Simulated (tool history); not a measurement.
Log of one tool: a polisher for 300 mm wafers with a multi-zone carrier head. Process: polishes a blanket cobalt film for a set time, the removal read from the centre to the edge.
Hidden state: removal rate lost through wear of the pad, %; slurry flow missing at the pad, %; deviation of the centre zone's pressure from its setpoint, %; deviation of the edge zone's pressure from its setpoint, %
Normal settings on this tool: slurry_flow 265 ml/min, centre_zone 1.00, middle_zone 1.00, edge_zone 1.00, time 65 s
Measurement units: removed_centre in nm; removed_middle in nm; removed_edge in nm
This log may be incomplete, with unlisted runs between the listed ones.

| run | hour | slurry_flow | centre_zone | middle_zone | edge_zone | time | wafers since the last listed run | wafers polished on this pad | hours since the slurry nozzle was cleaned | hours since the centre zone pressure was calibrated | hours since the edge zone pressure was calibrated | hours since the carrier head's membrane was replaced | incoming thickness of the incoming film, nm | removed_centre | removed_middle | removed_edge |
|---|---|---|---|---|---|---|---|---|---|---|---|---|---|---|---|---|
| 1 | 0.0 | 200 | 1.00 | 1.00 | 1.00 | 65 | 0 | 21 | 98.5 | 167.6 | 603.5 | 851.8 | 946.6 | 202.6 | 212.2 | 210.6 |
| 2 | 39.2 | 265 | 1.00 | 1.00 | 1.00 | 65 | 338 | 359 | 137.7 | 206.8 | 642.7 | 891.0 | 961.3 | 210.6 | 215.3 | 208.0 |
| 3 | 103.1 | 265 | 1.00 | 1.00 | 1.00 | 65 | 551 | 910 | 201.6 | 270.7 | 706.6 | 954.9 | 928.3 | 208.0 | 215.7 | 211.1 |
| 4 | 203.6 | 295 | 1.00 | 1.00 | 1.00 | 65 | 866 | 1777 | 302.1 | 371.2 | 807.1 | 1055.4 | 935.0 | 207.3 | 211.5 | 211.2 |
|  | 229.7 | centre zone pressure recalibrated |
|  | 256.1 | slurry nozzle cleaned |
|  | 278.7 | carrier head's membrane replaced by a new one |
|  | 302.5 | edge zone pressure recalibrated |
| 5 | 310.8 | 265 | 1.00 | 1.00 | 1.00 | 65 | 838 | 2615 | 54.7 | 81.1 | 8.3 | 32.1 | 952.4 | 210.4 | 215.7 | 212.9 |
| 6 | 366.5 | 265 | 1.00 | 1.00 | 1.00 | 65 | 480 | 3096 | 110.4 | 136.8 | 64.0 | 87.8 | 930.5 | 206.6 | 216.8 | 214.8 |
|  | 382.9 | worn pad replaced by a new one |
| 7 | 455.3 | 265 | 1.00 | 1.00 | 1.00 | 65 | 731 | 624 | 199.2 | 225.6 | 152.8 | 176.6 | 930.8 | 208.7 | 217.9 | 213.2 |
| 8 | 507.7 | 300 | 1.07 | 0.97 | 1.11 | 65 | 451 | 1076 | 251.6 | 278.0 | 205.2 | 229.0 | 934.3 | 224.7 | 214.7 | 223.3 |
| 9 | 565.1 | 265 | 0.96 | 1.00 | 0.95 | 65 | 494 | 1571 | 309.0 | 335.4 | 262.6 | 286.4 | 937.6 | 200.0 | 210.1 | 202.4 |
| 10 | 615.9 | 200 | 1.00 | 1.00 | 1.00 | 65 | 438 | 2009 | 359.8 | 386.2 | 313.4 | 337.2 | 951.1 | 197.1 | 202.3 | 201.6 |
|  | 631.2 | centre zone pressure recalibrated |
|  | 667.1 | slurry nozzle cleaned |
| 11 | 696.1 | 265 | 1.00 | 1.00 | 1.00 | 65 | 665 | 2674 | 29.0 | 64.9 | 393.6 | 417.4 | 953.9 | 207.3 | 213.8 | 211.7 |
|  | 777.3 | worn pad replaced by a new one |
| 12 | 903.7 | 265 | 1.00 | 1.00 | 1.00 | 65 | 1755 | 1089 | 236.6 | 272.5 | 601.2 | 625.0 | 945.2 | 205.4 | 212.2 | 209.9 |
| 13 | 952.0 | 265 | 1.00 | 1.00 | 1.00 | 65 | 416 | 1506 | 284.9 | 320.8 | 649.5 | 673.3 | 940.0 | 205.8 | 207.6 | 208.6 |
| 14 | 1025.6 | 175 | 1.08 | 1.00 | 0.89 | 72 | 634 | 2141 | 358.5 | 394.4 | 723.1 | 746.9 | 927.7 | 223.8 | 214.6 | 210.6 |
| 15 | 1075.0 | 265 | 1.00 | 1.00 | 1.00 | 85 | 426 | 2567 | 407.9 | 443.8 | 772.5 | 796.3 | 953.3 | 254.4 | 267.1 | 263.0 |
|  | 1081.5 | slurry nozzle cleaned |
|  | 1084.8 | centre zone pressure recalibrated |
| 16 | 1147.5 | 265 | 1.00 | 0.89 | 1.00 | 65 | 599 | 3166 | 66.0 | 62.7 | 845.0 | 868.8 | 939.3 | 207.9 | 199.8 | 213.8 |
| 17 | 1186.9 | 265 | 1.03 | 1.00 | 1.12 | 65 | 339 | 3506 | 105.4 | 102.1 | 884.4 | 908.2 | 951.4 | 216.4 | 213.4 | 219.3 |
|  | 1197.0 | worn pad replaced by a new one |
| 18 | 1276.1 | 265 | 1.05 | 1.00 | 1.00 | 50 | 734 | 681 | 194.6 | 191.3 | 973.6 | 997.4 | 933.1 | 169.4 | 162.8 | 163.7 |
| 19 | 1332.8 | 265 | 1.00 | 1.00 | 1.00 | 65 | 488 | 1170 | 251.3 | 248.0 | 1030.3 | 1054.1 | 939.4 | 210.4 | 215.9 | 210.6 |
|  | 1376.9 | carrier head's membrane replaced by a new one |
|  | 1402.8 | edge zone pressure recalibrated |
| 20 | 1432.8 | 355 | 1.00 | 1.00 | 1.00 | 84 | 801 | 1972 | 351.3 | 348.0 | 30.0 | 55.9 | 952.9 | 269.2 | 279.7 | 272.5 |
|  | 1479.3 | slurry nozzle cleaned |
|  | 1532.7 | centre zone pressure recalibrated |
| 21 | 1538.2 | 175 | 1.06 | 1.00 | 0.92 | 47 | 883 | 2855 | 58.9 | 5.5 | 135.4 | 161.3 | 938.5 | 152.8 | 150.3 | 143.5 |

For each run, the measured value with the value that run would have given without the tool's hidden condition subtracted. The run-to-run variation is shared by both, the gauge scatter possibly not:
| run | removed_centre | removed_middle | removed_edge |
|---|---|---|---|
| 1 | -0.8 | -0.8 | -0.6 |
| 2 | -1.2 | -1.1 | -0.8 |
| 3 | -2.3 | -2.2 | -1.7 |
| 4 | -5.2 | -4.7 | -3.6 |
| 5 | -0.2 | -0.2 | -0.1 |
| 6 | -0.6 | -0.6 | -0.4 |
| 7 | -2.1 | -2.0 | -1.5 |
| 8 | -3.5 | -3.0 | -2.3 |
| 9 | -5.5 | -5.2 | -3.7 |
| 10 | -10.0 | -9.1 | -6.6 |
| 11 | -2.6 | -2.4 | -1.8 |
| 12 | -6.3 | -5.8 | -4.3 |
| 13 | -8.3 | -7.5 | -5.7 |
| 14 | -19.6 | -16.4 | -11.6 |
| 15 | -22.0 | -20.6 | -14.9 |
| 16 | -0.6 | -0.5 | -0.5 |
| 17 | -1.0 | -0.9 | -0.7 |
| 18 | -2.0 | -1.8 | -1.3 |
| 19 | -4.1 | -3.7 | -2.8 |
| 20 | -8.8 | -8.2 | -6.1 |
| 21 | -1.9 | -1.6 | -1.1 |

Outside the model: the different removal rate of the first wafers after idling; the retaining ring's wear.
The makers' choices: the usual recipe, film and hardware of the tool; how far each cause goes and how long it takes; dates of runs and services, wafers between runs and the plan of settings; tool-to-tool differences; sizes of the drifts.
